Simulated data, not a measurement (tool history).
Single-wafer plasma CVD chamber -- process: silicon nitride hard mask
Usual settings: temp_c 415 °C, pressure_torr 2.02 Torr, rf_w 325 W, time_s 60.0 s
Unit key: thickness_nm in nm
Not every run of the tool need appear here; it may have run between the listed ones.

| run | hour | temp_c | pressure_torr | rf_w | time_s | read-back reference wafer on the same gauge, thickness_nm | thickness_nm |
|---|---|---|---|---|---|---|---|
| 1 | 0.0 | 415 | 2.02 | 325 | 60.0 | 89.173 | 83.317 |
| 2 | 71.0 | 415 | 2.02 | 340 | 60.0 | 88.951 | 85.958 |
| 3 | 172.0 | 415 | 2.02 | 340 | 60.0 | 88.993 | 85.708 |
| 4 | 262.1 | 415 | 2.02 | 340 | 60.0 | 88.944 | 85.018 |
| 5 | 324.4 | 415 | 2.02 | 325 | 60.0 | 88.863 | 83.294 |
| 6 | 389.7 | 415 | 2.02 | 325 | 60.0 | 88.820 | 83.621 |
| 7 | 435.0 | 415 | 2.02 | 325 | 60.0 | 88.707 | 83.548 |
|  | 517.9 | RF generator calibrated |
| 8 | 523.3 | 415 | 2.02 | 325 | 60.0 | 88.638 | 83.682 |
| 9 | 624.0 | 415 | 2.02 | 325 | 60.0 | 88.574 | 83.826 |
|  | 638.7 | capacitance manometer re-zeroed and calibrated |
| 10 | 851.0 | 415 | 2.02 | 325 | 60.0 | 88.258 | 82.954 |
|  | 907.8 | thermocouple changed; heater temperature recalibrated |
| 11 | 936.6 | 415 | 2.02 | 325 | 60.0 | 88.177 | 83.609 |
|  | 1086.0 | showerhead replaced |
| 12 | 1233.4 | 400 | 1.65 | 325 | 60.0 | 87.566 | 77.182 |
| 13 | 1311.8 | 415 | 2.20 | 270 | 48.3 | 87.442 | 62.682 |
| 14 | 1389.2 | 421 | 2.02 | 260 | 60.0 | 87.246 | 74.959 |
| 15 | 1484.0 | 415 | 1.67 | 325 | 60.0 | 87.054 | 76.440 |
| 16 | 1521.6 | 428 | 1.59 | 325 | 55.7 | 86.924 | 68.751 |
| 17 | 1607.6 | 430 | 2.36 | 325 | 66.8 | 86.704 | 94.995 |
|  | 1683.4 | RF generator calibrated |
| 18 | 1685.3 | 424 | 2.32 | 380 | 65.9 | 86.453 | 100.733 |
|  | 1751.7 | gauge calibrated |
| 19 | 1763.6 | 415 | 2.02 | 325 | 60.0 | 88.674 | 83.710 |
| 20 | 1830.3 | 429 | 2.02 | 325 | 60.0 | 88.810 | 83.058 |
| 21 | 1876.2 | 415 | 2.02 | 325 | 60.0 | 88.726 | 83.619 |
| 22 | 1964.6 | 430 | 2.36 | 325 | 66.8 | 88.747 | 96.823 |
| 23 | 2019.5 | 415 | 2.34 | 325 | 49.7 | 88.693 | 72.660 |
| 24 | 2067.8 | 415 | 2.02 | 325 | 60.0 | 88.624 | 83.613 |
|  | 2100.8 | thermocouple changed; heater temperature recalibrated |
| 25 | 2123.9 | 409 | 2.44 | 285 | 60.0 | 88.663 | 84.225 |
| 26 | 2218.9 | 415 | 2.02 | 290 | 60.0 | 88.489 | 78.944 |
| 27 | 2325.2 | 423 | 2.02 | 375 | 64.4 | 88.650 | 94.991 |

Run by run, hidden condition taken away, random variation retained:
What the log doesn't record here: wafer temperature above the value expected at the setpoint (K); delivered RF power above the setpoint (%); true pressure above the setpoint (%); gauge reads high (%).
| run | thickness_nm |
|---|---|
| 1 | 83.281 |
| 2 | 85.950 |
| 3 | 85.752 |
| 4 | 85.119 |
| 5 | 83.438 |
| 6 | 83.818 |
| 7 | 83.784 |
| 8 | 84.002 |
| 9 | 84.257 |
| 10 | 83.670 |
| 11 | 84.458 |
| 12 | 78.446 |
| 13 | 63.827 |
| 14 | 76.475 |
| 15 | 78.180 |
| 16 | 70.388 |
| 17 | 97.494 |
| 18 | 103.620 |
| 19 | 83.956 |
| 20 | 83.306 |
| 21 | 83.875 |
| 22 | 97.141 |
| 23 | 72.913 |
| 24 | 83.921 |
| 25 | 84.560 |
| 26 | 79.306 |
| 27 | 95.505 |
